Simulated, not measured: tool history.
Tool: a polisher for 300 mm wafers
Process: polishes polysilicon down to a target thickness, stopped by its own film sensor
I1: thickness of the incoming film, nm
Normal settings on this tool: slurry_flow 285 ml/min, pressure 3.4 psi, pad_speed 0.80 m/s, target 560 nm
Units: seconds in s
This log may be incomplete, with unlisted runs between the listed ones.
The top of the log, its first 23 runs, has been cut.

run 24 hour=1061.3 | slurry_flow=320 pressure=2.5 pad_speed=0.80 target=320 | I1=1268.3 | seconds=142.5
run 25 hour=1092.4 | slurry_flow=285 pressure=3.4 pad_speed=0.94 target=560 | I1=1304.5 | seconds=79.3
run 26 hour=1130.1 | slurry_flow=285 pressure=4.4 pad_speed=0.80 target=340 | I1=1282.6 | seconds=99.0
run 27 hour=1171.8 | slurry_flow=285 pressure=3.4 pad_speed=0.70 target=778 | I1=1292.2 | seconds=77.6
run 28 hour=1239.4 | slurry_flow=285 pressure=3.4 pad_speed=0.80 target=560 | I1=1259.4 | seconds=96.2
-- hour=1244.0 worn pad replaced by a new one
-- hour=1281.6 slurry nozzle cleaned
run 29 hour=1297.7 | slurry_flow=285 pressure=4.2 pad_speed=0.68 target=560 | I1=1294.5 | seconds=89.2
run 30 hour=1504.9 | slurry_flow=230 pressure=3.4 pad_speed=0.80 target=725 | I1=1276.6 | seconds=70.3
run 31 hour=1565.7 | slurry_flow=285 pressure=3.4 pad_speed=0.80 target=346 | I1=1282.1 | seconds=123.2
run 32 hour=1620.2 | slurry_flow=380 pressure=3.4 pad_speed=0.80 target=479 | I1=1274.0 | seconds=106.9
-- hour=1639.8 worn pad replaced by a new one
-- hour=1661.5 slurry nozzle cleaned
run 33 hour=1672.2 | slurry_flow=310 pressure=4.1 pad_speed=0.64 target=801 | I1=1255.1 | seconds=57.7
-- hour=1706.9 head pressure recalibrated
run 34 hour=1717.1 | slurry_flow=255 pressure=3.4 pad_speed=0.80 target=467 | I1=1271.7 | seconds=95.0
run 35 hour=1776.3 | slurry_flow=285 pressure=4.1 pad_speed=0.88 target=628 | I1=1273.9 | seconds=61.8
run 36 hour=1815.5 | slurry_flow=325 pressure=3.4 pad_speed=0.80 target=749 | I1=1290.0 | seconds=63.9

Predict each of these 5 candidate next runs independently; none follows another, all start after run 36:
run A hour=1816.0 | slurry_flow=285 pressure=3.4 pad_speed=0.80 target=560 | I1=1291.9 | seconds=?
run B hour=1816.0 | slurry_flow=250 pressure=4.2 pad_speed=0.80 target=560 | I1=1291.9 | seconds=?
run C hour=1816.0 | slurry_flow=285 pressure=3.4 pad_speed=0.58 target=717 | I1=1291.9 | seconds=?
run D hour=1816.0 | slurry_flow=360 pressure=4.5 pad_speed=0.80 target=684 | I1=1291.9 | seconds=?
run E hour=1816.0 | slurry_flow=255 pressure=2.8 pad_speed=0.60 target=363 | I1=1291.9 | seconds=?

run=A seconds=87.7
run=B seconds=76.1
run=C seconds=95.0
run=D seconds=58.4
run=E seconds=170.6
Without the tool's unlogged condition, the same runs would have read:
run=A seconds=84.0
run=B seconds=73.0
run=C seconds=91.0
run=D seconds=56.0
run=E seconds=163.5

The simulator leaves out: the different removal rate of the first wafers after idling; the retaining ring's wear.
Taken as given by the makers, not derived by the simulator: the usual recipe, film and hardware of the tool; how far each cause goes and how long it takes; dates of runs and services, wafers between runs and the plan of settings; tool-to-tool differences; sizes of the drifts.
